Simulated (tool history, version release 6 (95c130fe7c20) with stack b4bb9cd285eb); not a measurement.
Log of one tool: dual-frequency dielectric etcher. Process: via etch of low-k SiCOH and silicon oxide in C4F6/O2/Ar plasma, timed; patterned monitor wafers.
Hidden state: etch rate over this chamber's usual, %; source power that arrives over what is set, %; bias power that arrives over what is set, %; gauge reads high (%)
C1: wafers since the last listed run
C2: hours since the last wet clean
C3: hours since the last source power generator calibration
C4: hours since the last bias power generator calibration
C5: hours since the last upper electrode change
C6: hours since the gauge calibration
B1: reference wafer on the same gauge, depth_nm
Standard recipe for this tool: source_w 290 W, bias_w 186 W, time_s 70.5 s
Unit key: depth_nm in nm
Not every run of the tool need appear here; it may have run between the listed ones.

{"run": 1, "hour": 0.0, "source_w": 290, "bias_w": 186, "time_s": 70.5, "C1": 0, "C2": 110.3, "C3": 1527.9, "C4": 2690.8, "C5": 4775.3, "C6": 250.3, "B1": 162.0, "depth_nm": 174.4}
{"run": 2, "hour": 16.1, "source_w": 340, "bias_w": 186, "time_s": 70.5, "C1": 117, "C2": 126.4, "C3": 1544.0, "C4": 2706.9, "C5": 4791.4, "C6": 266.4, "B1": 162.0, "depth_nm": 191.6}
{"run": 3, "hour": 25.3, "source_w": 290, "bias_w": 186, "time_s": 70.5, "C1": 67, "C2": 135.6, "C3": 1553.2, "C4": 2716.1, "C5": 4800.6, "C6": 275.6, "B1": 162.0, "depth_nm": 174.5}
{"run": 4, "hour": 35.9, "source_w": 290, "bias_w": 186, "time_s": 70.5, "C1": 77, "C2": 146.2, "C3": 1563.8, "C4": 2726.7, "C5": 4811.2, "C6": 286.2, "B1": 162.0, "depth_nm": 174.5}
{"run": 5, "hour": 52.8, "source_w": 290, "bias_w": 186, "time_s": 70.5, "C1": 123, "C2": 163.1, "C3": 1580.7, "C4": 2743.6, "C5": 4828.1, "C6": 303.1, "B1": 162.0, "depth_nm": 173.9}
{"run": 6, "hour": 60.2, "source_w": 290, "bias_w": 186, "time_s": 70.5, "C1": 54, "C2": 170.5, "C3": 1588.1, "C4": 2751.0, "C5": 4835.5, "C6": 310.5, "B1": 162.0, "depth_nm": 174.0}
{"run": 7, "hour": 72.9, "source_w": 290, "bias_w": 186, "time_s": 70.5, "C1": 93, "C2": 183.2, "C3": 1600.8, "C4": 2763.7, "C5": 4848.2, "C6": 323.2, "B1": 162.0, "depth_nm": 174.6}
{"run": 8, "hour": 81.1, "source_w": 290, "bias_w": 186, "time_s": 70.5, "C1": 60, "C2": 191.4, "C3": 1609.0, "C4": 2771.9, "C5": 4856.4, "C6": 331.4, "B1": 162.0, "depth_nm": 174.5}
{"run": 9, "hour": 93.2, "source_w": 290, "bias_w": 186, "time_s": 70.5, "C1": 88, "C2": 203.5, "C3": 1621.1, "C4": 2784.0, "C5": 4868.5, "C6": 343.5, "B1": 161.9, "depth_nm": 174.4}
{"run": 10, "hour": 103.5, "source_w": 290, "bias_w": 186, "time_s": 70.5, "C1": 75, "C2": 213.8, "C3": 1631.4, "C4": 2794.3, "C5": 4878.8, "C6": 353.8, "B1": 162.0, "depth_nm": 174.7}
{"run": 11, "hour": 112.3, "source_w": 290, "bias_w": 186, "time_s": 70.5, "C1": 64, "C2": 222.6, "C3": 1640.2, "C4": 2803.1, "C5": 4887.6, "C6": 362.6, "B1": 162.1, "depth_nm": 174.0}
{"hour": 142.5, "done": "upper electrode replaced"}
{"run": 12, "hour": 143.0, "source_w": 220, "bias_w": 144, "time_s": 70.5, "C1": 49, "C2": 253.3, "C3": 1670.9, "C4": 2833.8, "C5": 0.5, "C6": 393.3, "B1": 162.0, "depth_nm": 126.8}
{"run": 13, "hour": 143.4, "source_w": 260, "bias_w": 207, "time_s": 59.0, "C1": 2, "C2": 253.7, "C3": 1671.3, "C4": 2834.2, "C5": 0.9, "C6": 393.7, "B1": 162.0, "depth_nm": 143.7}
{"run": 14, "hour": 147.8, "source_w": 290, "bias_w": 186, "time_s": 70.5, "C1": 32, "C2": 258.1, "C3": 1675.7, "C4": 2838.6, "C5": 5.3, "C6": 398.1, "B1": 162.0, "depth_nm": 174.8}
{"run": 15, "hour": 162.5, "source_w": 290, "bias_w": 216, "time_s": 65.0, "C1": 107, "C2": 272.8, "C3": 1690.4, "C4": 2853.3, "C5": 20.0, "C6": 412.8, "B1": 162.0, "depth_nm": 173.4}
{"run": 16, "hour": 171.0, "source_w": 260, "bias_w": 186, "time_s": 53.5, "C1": 62, "C2": 281.3, "C3": 1698.9, "C4": 2861.8, "C5": 28.5, "C6": 421.3, "B1": 162.0, "depth_nm": 124.0}
{"run": 17, "hour": 186.8, "source_w": 250, "bias_w": 186, "time_s": 89.5, "C1": 115, "C2": 297.1, "C3": 1714.7, "C4": 2877.6, "C5": 44.3, "C6": 437.1, "B1": 162.0, "depth_nm": 201.5}
{"hour": 204.6, "done": "source power generator calibrated"}
{"hour": 220.0, "done": "wet clean of the chamber"}
{"run": 18, "hour": 220.5, "source_w": 290, "bias_w": 186, "time_s": 70.5, "C1": 104, "C2": 0.5, "C3": 15.9, "C4": 2911.3, "C5": 78.0, "C6": 470.8, "B1": 162.0, "depth_nm": 171.7}
{"run": 19, "hour": 220.8, "source_w": 290, "bias_w": 186, "time_s": 70.5, "C1": 2, "C2": 0.8, "C3": 16.2, "C4": 2911.6, "C5": 78.3, "C6": 471.1, "B1": 162.0, "depth_nm": 171.3}
{"run": 20, "hour": 221.2, "source_w": 290, "bias_w": 186, "time_s": 70.5, "C1": 2, "C2": 1.2, "C3": 16.6, "C4": 2912.0, "C5": 78.7, "C6": 471.5, "B1": 162.1, "depth_nm": 171.9}
{"run": 21, "hour": 229.9, "source_w": 290, "bias_w": 186, "time_s": 87.0, "C1": 63, "C2": 9.9, "C3": 25.3, "C4": 2920.7, "C5": 87.4, "C6": 480.2, "B1": 162.0, "depth_nm": 211.5}
{"hour": 230.1, "done": "gauge calibrated"}
{"run": 22, "hour": 239.4, "source_w": 290, "bias_w": 162, "time_s": 70.5, "C1": 69, "C2": 19.4, "C3": 34.8, "C4": 2930.2, "C5": 96.9, "C6": 9.3, "B1": 161.9, "depth_nm": 160.0}
{"hour": 259.4, "done": "bias power generator calibrated"}
{"run": 23, "hour": 272.4, "source_w": 290, "bias_w": 186, "time_s": 70.5, "C1": 212, "C2": 52.4, "C3": 67.8, "C4": 13.0, "C5": 129.9, "C6": 42.3, "B1": 162.0, "depth_nm": 171.5}
{"run": 24, "hour": 285.2, "source_w": 250, "bias_w": 219, "time_s": 63.0, "C1": 93, "C2": 65.2, "C3": 80.6, "C4": 25.8, "C5": 142.7, "C6": 55.1, "B1": 162.0, "depth_nm": 151.1}
{"run": 25, "hour": 302.9, "source_w": 250, "bias_w": 229, "time_s": 86.5, "C1": 129, "C2": 82.9, "C3": 98.3, "C4": 43.5, "C5": 160.4, "C6": 72.8, "B1": 162.0, "depth_nm": 212.0}
{"run": 26, "hour": 311.2, "source_w": 290, "bias_w": 186, "time_s": 70.5, "C1": 60, "C2": 91.2, "C3": 106.6, "C4": 51.8, "C5": 168.7, "C6": 81.1, "B1": 162.0, "depth_nm": 171.4}
{"run": 27, "hour": 327.8, "source_w": 290, "bias_w": 209, "time_s": 56.0, "C1": 121, "C2": 107.8, "C3": 123.2, "C4": 68.4, "C5": 185.3, "C6": 97.7, "B1": 162.1, "depth_nm": 143.8}
{"run": 28, "hour": 341.1, "source_w": 310, "bias_w": 206, "time_s": 81.5, "C1": 97, "C2": 121.1, "C3": 136.5, "C4": 81.7, "C5": 198.6, "C6": 111.0, "B1": 162.0, "depth_nm": 216.3}
{"run": 29, "hour": 355.9, "source_w": 240, "bias_w": 186, "time_s": 84.0, "C1": 108, "C2": 135.9, "C3": 151.3, "C4": 96.5, "C5": 213.4, "C6": 125.8, "B1": 162.0, "depth_nm": 181.3}
{"run": 30, "hour": 371.6, "source_w": 290, "bias_w": 186, "time_s": 70.5, "C1": 115, "C2": 151.6, "C3": 167.0, "C4": 112.2, "C5": 229.1, "C6": 141.5, "B1": 162.0, "depth_nm": 170.7}

Predict each of these 4 candidate next runs independently; none follows another, all start after run 30:
{"run": "A", "hour": 372.0, "source_w": 290, "bias_w": 186, "time_s": 70.5, "C1": 2, "C2": 152.0, "C3": 167.4, "C4": 112.6, "C5": 229.5, "C6": 141.9, "B1": "?", "depth_nm": "?"}
{"run": "B", "hour": 372.0, "source_w": 240, "bias_w": 210, "time_s": 88.5, "C1": 2, "C2": 152.0, "C3": 167.4, "C4": 112.6, "C5": 229.5, "C6": 141.9, "B1": "?", "depth_nm": "?"}
{"run": "C", "hour": 372.0, "source_w": 320, "bias_w": 169, "time_s": 60.5, "C1": 2, "C2": 152.0, "C3": 167.4, "C4": 112.6, "C5": 229.5, "C6": 141.9, "B1": "?", "depth_nm": "?"}
{"run": "D", "hour": 372.0, "source_w": 340, "bias_w": 142, "time_s": 70.5, "C1": 2, "C2": 152.0, "C3": 167.4, "C4": 112.6, "C5": 229.5, "C6": 141.9, "B1": "?", "depth_nm": "?"}

run=A B1=161.9 depth_nm=171.2
run=B B1=161.9 depth_nm=202.4
run=C B1=161.9 depth_nm=148.4
run=D B1=161.9 depth_nm=163.7
Without the tool's hidden state the same runs would have given:
run=A depth_nm=171.3
run=B depth_nm=202.6
run=C depth_nm=148.5
run=D depth_nm=163.8
